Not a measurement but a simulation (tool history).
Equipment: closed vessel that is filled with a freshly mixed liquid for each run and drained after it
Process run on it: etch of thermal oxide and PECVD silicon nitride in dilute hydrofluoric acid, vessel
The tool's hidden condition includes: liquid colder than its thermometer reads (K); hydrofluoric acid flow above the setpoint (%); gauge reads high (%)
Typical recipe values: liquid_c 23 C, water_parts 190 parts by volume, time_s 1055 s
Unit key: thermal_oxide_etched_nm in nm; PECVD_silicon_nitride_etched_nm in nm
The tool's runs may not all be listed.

run,hour,liquid_c,water_parts,time_s,wafers since the last listed run,hours since the thermometer was replaced,hours since the hydrofluoric acid flow meter was replaced,hours since the gauge calibration,"read-back film thickness of the thermal oxide reference wafer, read on the same gauge (nm)","read-back film thickness of the PECVD silicon nitride reference wafer, read on the same gauge (nm)",thermal_oxide_etched_nm,PECVD_silicon_nitride_etched_nm
1,0,23,190,1055,0,1688.6,1722.5,91.5,59.98,90,23.35,22.03
2,23,23,190,1055,1368,1711.6,1745.5,114.5,60,90.02,23.72,22.21
3,37,23,190,1055,832,1725.6,1759.5,128.5,59.97,89.99,23.57,21.99
4,64.5,23,190,1055,1635,1753.1,1787,156,59.96,89.97,23.38,22.21
5,92.5,23,190,1055,1665,1781.1,1815,184,60,89.98,23.75,22.35
6,124,23,190,1055,1873,1812.6,1846.5,215.5,60.02,90,23.64,22.08
7,145.2,19.5,190,630,1261,1833.8,1867.7,236.7,59.96,90.02,12.49,10.61
8,181.1,19.5,190,630,2135,1869.7,1903.6,272.6,60.01,90,12.37,10.7
9,203.9,19.5,190,630,1356,1892.5,1926.4,295.4,60.03,89.99,12.47,10.53
10,229.4,25,190,1055,1516,1918,1951.9,320.9,60.02,90,25.72,25.35
# hour 243.4: thermometer replaced
11,243.9,23,190,1055,803,0.5,1966.4,335.4,59.99,89.99,24.08,22.35
12,259.3,24.5,220,875,916,15.9,1981.8,350.8,60,90.01,17.58,17.61
# hour 261.8: hydrofluoric acid flow meter replaced
13,280.7,19.5,190,630,1213,37.3,18.9,372.2,60.03,89.99,11.17,9.76
14,312.1,18.5,190,1055,1867,68.7,50.3,403.6,59.99,89.99,18.23,15.46
# hour 317.9: gauge calibrated
15,325.7,19.5,105,1055,808,82.3,63.9,7.8,59.99,90,37.22,29.5
16,339.4,23,190,1055,814,96,77.6,21.5,60,90,21.62,20.64
17,361.4,19.5,265,1055,1308,118,99.6,43.5,60.01,90.02,12.78,11.93
18,377.1,23,130,1340,933,133.7,115.3,59.2,60.01,90.01,43.16,38.23
19,395.3,23,275,1260,1082,151.9,133.5,77.4,60.04,90.03,16.53,17.18
20,416.9,26,220,1420,1284,173.5,155.1,99,60.03,90.01,27.64,29.15

Measured minus without-hidden-state, run by run (identical run-to-run variation in each term; gauge scatter may differ):
run,thermal_oxide_etched_nm,PECVD_silicon_nitride_etched_nm
1,+2.21,+1.74
2,+2.28,+1.77
3,+2.27,+1.77
4,+2.29,+1.81
5,+2.36,+1.84
6,+2.39,+1.86
7,+1.26,+0.89
8,+1.27,+0.91
9,+1.29,+0.9
10,+2.75,+2.25
11,+2.57,+1.99
12,+1.94,+1.59
13,+0.13,+0.1
14,+0.24,+0.17
15,+0.51,+0.35
16,+0.33,+0.26
17,+0.22,+0.16
18,+0.73,+0.55
19,+0.33,+0.26
20,+0.57,+0.49
